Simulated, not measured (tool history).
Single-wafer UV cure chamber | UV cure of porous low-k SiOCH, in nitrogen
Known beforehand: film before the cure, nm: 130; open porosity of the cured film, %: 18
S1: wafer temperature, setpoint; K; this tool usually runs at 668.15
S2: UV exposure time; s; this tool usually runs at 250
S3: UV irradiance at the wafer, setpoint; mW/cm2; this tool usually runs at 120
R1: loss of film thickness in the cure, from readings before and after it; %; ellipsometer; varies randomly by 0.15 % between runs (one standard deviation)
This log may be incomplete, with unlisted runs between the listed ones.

run	hour	S1	S2	S3	R1
1	0	668.15	150	120	10.086
2	18.6	668.15	250	132	12.834
3	49.6	668.15	250	132	12.474
4	76.7	668.15	250	132	12.566
5	94.1	668.15	250	97	11.235
6	127.4	668.15	250	97	11.03
7	140.9	668.15	250	97	10.935
8	164	668.15	250	120	11.891
9	189.5	668.15	250	112	11.46
10	224.8	668.15	250	120	12.203
# hour 235.5: quartz window cleaned
11	244.3	655.15	210	106	11.094
12	267.8	676.15	175	158	12.201
13	303.5	668.15	250	158	13.359
14	320	658.15	335	157	14.311
# hour 341.8: UV bulbs replaced
15	343	679.15	160	144	11.051
16	372.6	676.15	250	89	10.797
17	402.3	650.15	335	93	11.722
18	435.8	668.15	250	120	11.63

Predict each of these 5 candidate next runs independently; none follows another, all start after run 18:
A	436.3	668.15	250	120	?
B	436.3	678.15	135	120	?
C	436.3	668.15	340	101	?
D	436.3	687.15	290	120	?
E	436.3	668.15	165	120	?

run	R1
A	11.871
B	9.371
C	12.48
D	12.869
E	10.055
Had the tool no hidden state, the same runs would have come out as:
run	R1
A	13.087
B	10.508
C	13.709
D	14.105
E	11.216
